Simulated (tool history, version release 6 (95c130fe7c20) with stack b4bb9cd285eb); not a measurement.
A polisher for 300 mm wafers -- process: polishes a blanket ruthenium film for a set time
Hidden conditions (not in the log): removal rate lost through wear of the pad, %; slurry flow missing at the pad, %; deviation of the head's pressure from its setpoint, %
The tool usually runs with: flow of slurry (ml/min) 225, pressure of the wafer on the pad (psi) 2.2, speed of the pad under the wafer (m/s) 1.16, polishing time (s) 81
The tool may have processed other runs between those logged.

run     day  flow of slurry (ml/min)  pressure of the wafer on the pad (psi)  speed of the pad under the wafer (m/s)  polishing time (s)  wafers since the last listed run  wafers polished on this pad  hours since the slurry nozzle was cleaned  hours since the head pressure was calibrated  incoming thickness of the incoming film, nm  film removed (nm)
  1   0.000                      225                                     2.2                                    1.16                  81                                 0                          854                                      518.9                                         934.1                                        574.4               87.8
  2   0.646                      225                                     2.2                                    1.16                  81                               140                          995                                      534.4                                         949.6                                        575.7               83.4
  3   1.217                      225                                     2.2                                    1.46                  59                               124                         1119                                      548.1                                         963.3                                        579.0               76.2
  4   1.654                      225                                     2.2                                    1.46                  59                                95                         1214                                      558.6                                         973.8                                        575.3               77.8
  5   2.321                      225                                     2.2                                    1.46                  59                               144                         1359                                      574.6                                         989.8                                        590.0               77.4
      2.617  -- worn pad replaced by a new one
  6   2.725                      225                                     2.6                                    1.16                  81                                51                           23                                      584.3                                         999.5                                        590.0              110.2
  7   4.892                      225                                     2.2                                    1.16                  81                               471                          494                                      636.3                                        1051.5                                        583.3               88.4
  8   5.508                      225                                     2.2                                    1.16                  81                               134                          628                                      651.1                                        1066.3                                        578.8               86.0
  9   5.967                      225                                     2.2                                    1.16                  81                                99                          728                                      662.1                                        1077.3                                        582.3               84.1
 10   6.604                      225                                     2.2                                    1.16                  81                               138                          866                                      677.4                                        1092.6                                        580.9               84.2
      6.838  -- slurry nozzle cleaned
 11   6.896                      225                                     2.2                                    1.34                  81                                54                          920                                        1.4                                        1099.6                                        576.4               96.8
 12   7.342                      225                                     2.2                                    1.34                  81                                96                         1017                                       12.1                                        1110.3                                        587.0               99.3
 13   7.838                      170                                     2.8                                    1.06                  95                               107                         1125                                       24.0                                        1122.2                                        580.0              111.0
 14   8.167                      280                                     2.9                                    1.00                 101                                71                         1197                                       31.9                                        1130.1                                        591.8              120.3
 15   8.742                      225                                     1.8                                    1.26                  81                               125                         1322                                       45.7                                        1143.9                                        582.0               74.7
      9.429  -- worn pad replaced by a new one
 16  10.875                      180                                     2.2                                    1.04                  81                               427                          314                                       96.9                                        1195.1                                        586.7               80.7
     11.417  -- head pressure recalibrated
 17  11.438                      280                                     2.2                                    1.16                  53                               104                          418                                      110.4                                           0.5                                        590.2               59.7
 18  11.683                      225                                     2.2                                    1.46                  59                                53                          472                                      116.3                                           6.4                                        579.7               83.2
 19  11.979                      190                                     2.2                                    1.44                  56                                64                          536                                      123.4                                          13.5                                        585.0               75.5
 20  12.229                      225                                     2.2                                    1.16                  81                                54                          590                                      129.4                                          19.5                                        573.8               88.1
 21  13.179                      225                                     1.6                                    1.06                  81                               206                          797                                      152.2                                          42.3                                        578.9               58.9
 22  13.788                      300                                     2.7                                    1.48                 103                               132                          929                                      166.8                                          56.9                                        575.0              177.7
 23  14.500                      250                                     2.2                                    0.98                  89                               154                         1084                                      183.9                                          74.0                                        579.8               80.7
 24  14.892                      170                                     2.4                                    0.96                  65                                85                         1169                                      193.3                                          83.4                                        582.5               60.9

Alternative continuations, all from the tool just after run 24; predict every row:
  A  14.908                      225                                     2.2                                    1.16                 106                                 3                         1173                                      193.7                                          83.8                                        579.5                  ?
  B  14.908                      285                                     2.2                                    1.16                  81                                 3                         1173                                      193.7                                          83.8                                        579.5                  ?
  C  14.908                      160                                     2.9                                    1.38                  60                                 3                         1173                                      193.7                                          83.8                                        579.5                  ?
  D  14.908                      255                                     2.2                                    0.80                 103                                 3                         1173                                      193.7                                          83.8                                        579.5                  ?

run  film removed (nm)
  A              115.6
  B               90.3
  C               99.0
  D               78.4
The same runs, with their run-to-run variation unchanged, on a tool lacking any hidden condition would have given:
run  film removed (nm)
  A              130.8
  B              102.1
  C              112.0
  D               88.7
